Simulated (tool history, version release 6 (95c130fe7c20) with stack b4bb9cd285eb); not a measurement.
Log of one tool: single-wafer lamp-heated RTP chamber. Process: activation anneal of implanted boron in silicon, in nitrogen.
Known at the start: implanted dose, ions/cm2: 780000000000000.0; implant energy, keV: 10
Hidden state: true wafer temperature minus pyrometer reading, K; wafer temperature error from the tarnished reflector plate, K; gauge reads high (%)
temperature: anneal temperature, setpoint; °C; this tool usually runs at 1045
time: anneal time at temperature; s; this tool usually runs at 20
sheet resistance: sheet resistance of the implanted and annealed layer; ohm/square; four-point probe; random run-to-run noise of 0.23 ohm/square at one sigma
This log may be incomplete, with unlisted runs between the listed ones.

| run | hour | temperature | time | wafers since the last listed run | wafers since the last pyrometer calibration | wafers since the reflector plate was cleaned | hours since the gauge calibration | read-back reference wafer on the same gauge, sheet resistance | sheet resistance |
|---|---|---|---|---|---|---|---|---|---|
| 1 | 0 | 1045 | 20 | 0 | 3359 | 8264 | 386.5 | 141.98 | 144.37 |
| 2 | 53.2 | 1045 | 16 | 478 | 3837 | 8742 | 439.7 | 141.97 | 144.87 |
| 3 | 107.5 | 1045 | 16 | 488 | 4325 | 9230 | 494 | 142.01 | 144.59 |
| 4 | 174.5 | 1045 | 20 | 602 | 4928 | 9832 | 561 | 141.98 | 144.42 |
| 5 | 240.4 | 1045 | 20 | 592 | 5520 | 10425 | 626.9 | 141.99 | 144.11 |
|  | 272.5 | pyrometer window cleaned and pyrometer calibrated |
| 6 | 299.8 | 1045 | 20 | 462 | 245 | 10887 | 686.3 | 142 | 143.88 |
| 7 | 339.9 | 1045 | 20 | 360 | 605 | 11247 | 726.4 | 141.97 | 144.31 |
| 8 | 376.5 | 1045 | 20 | 328 | 934 | 11576 | 763 | 141.96 | 144.08 |
| 9 | 407.3 | 1045 | 20 | 276 | 1211 | 11853 | 793.8 | 142.03 | 143.86 |
| 10 | 441.4 | 1045 | 20 | 306 | 1518 | 12159 | 827.9 | 142.01 | 143.93 |
|  | 466.8 | reflector plate cleaned |
| 11 | 510.8 | 1045 | 12 | 551 | 2070 | 395 | 897.3 | 142.02 | 145.6 |
| 12 | 562.6 | 1045 | 12 | 465 | 2535 | 860 | 949.1 | 141.96 | 145.77 |
| 13 | 597.1 | 1045 | 20 | 310 | 2845 | 1170 | 983.6 | 142.02 | 143.74 |
| 14 | 643.6 | 1045 | 20 | 417 | 3263 | 1588 | 1030.1 | 142.01 | 143.77 |
|  | 671.4 | gauge calibrated |
| 15 | 678.7 | 1045 | 20 | 315 | 3579 | 1904 | 7.3 | 141.92 | 143.71 |
| 16 | 708.9 | 1045 | 20 | 271 | 3850 | 2175 | 37.5 | 142.02 | 143.64 |
| 17 | 750.7 | 1065 | 20 | 375 | 4226 | 2551 | 79.3 | 142.01 | 142.73 |
| 18 | 789.8 | 1045 | 20 | 351 | 4577 | 2903 | 118.4 | 142.06 | 143.71 |
|  | 826.5 | reflector plate cleaned, repeated, since the last time left the tool worse |
| 19 | 847.5 | 1072 | 29 | 446 | 5024 | 188 | 176.1 | 142 | 141.39 |
| 20 | 876.1 | 1045 | 28 | 257 | 5281 | 445 | 204.7 | 142.01 | 143.48 |
| 21 | 915.7 | 1018 | 11 | 355 | 5637 | 801 | 244.3 | 141.98 | 149.6 |
| 22 | 967 | 1045 | 20 | 461 | 6098 | 1262 | 295.6 | 142.04 | 144.83 |
|  | 1009.8 | pyrometer window cleaned and pyrometer calibrated |
| 23 | 1010.3 | 1033 | 20 | 317 | 4 | 1580 | 338.9 | 141.99 | 145.97 |
| 24 | 1065.4 | 1045 | 20 | 495 | 499 | 2075 | 394 | 142.01 | 144.68 |
| 25 | 1093.9 | 1071 | 28 | 256 | 755 | 2331 | 422.5 | 142.06 | 141.4 |
| 26 | 1143.6 | 1015 | 11 | 446 | 1202 | 2778 | 472.2 | 141.98 | 149.29 |
| 27 | 1208.8 | 1045 | 20 | 586 | 1788 | 3364 | 537.4 | 142.08 | 144.45 |
| 28 | 1268.2 | 1062 | 20 | 533 | 2322 | 3898 | 596.8 | 141.97 | 142.8 |
| 29 | 1317.7 | 1066 | 9 | 444 | 2767 | 4343 | 646.3 | 142.02 | 145.04 |
| 30 | 1353.3 | 1056 | 20 | 319 | 3087 | 4663 | 681.9 | 142 | 143.24 |
| 31 | 1401 | 1045 | 31 | 428 | 3516 | 5092 | 729.6 | 141.96 | 142.36 |
| 32 | 1450.1 | 1057 | 20 | 441 | 3957 | 5533 | 778.7 | 142.01 | 143.23 |
| 33 | 1493 | 1045 | 20 | 385 | 4343 | 5919 | 821.6 | 142 | 144.12 |
| 34 | 1544.1 | 1045 | 20 | 459 | 4802 | 6378 | 872.7 | 142 | 144.04 |
| 35 | 1586.5 | 1061 | 24 | 381 | 5183 | 6759 | 915.1 | 141.97 | 142.66 |
|  | 1620.2 | pyrometer window cleaned and pyrometer calibrated |
| 36 | 1620.7 | 1033 | 10 | 235 | 4 | 6995 | 949.3 | 141.96 | 147.31 |
| 37 | 1679.5 | 1045 | 20 | 528 | 532 | 7523 | 1008.1 | 141.98 | 144.11 |

Forecast each of these 4 alternatives for the next run:
| A | 1679.9 | 1045 | 11 | 3 | 536 | 7527 | 1008.5 | ? | ? |
| B | 1679.9 | 1072 | 20 | 3 | 536 | 7527 | 1008.5 | ? | ? |
| C | 1679.9 | 1019 | 23 | 3 | 536 | 7527 | 1008.5 | ? | ? |
| D | 1679.9 | 1045 | 9 | 3 | 536 | 7527 | 1008.5 | ? | ? |

| run | read-back reference wafer on the same gauge, sheet resistance | sheet resistance |
|---|---|---|
| A | 141.96 | 146.22 |
| B | 141.96 | 142.38 |
| C | 141.96 | 147.17 |
| D | 141.96 | 146.77 |
With no hidden state in the tool, these same runs would have given:
| run | sheet resistance |
|---|---|
| A | 146.61 |
| B | 142.58 |
| C | 147.8 |
| D | 147.15 |

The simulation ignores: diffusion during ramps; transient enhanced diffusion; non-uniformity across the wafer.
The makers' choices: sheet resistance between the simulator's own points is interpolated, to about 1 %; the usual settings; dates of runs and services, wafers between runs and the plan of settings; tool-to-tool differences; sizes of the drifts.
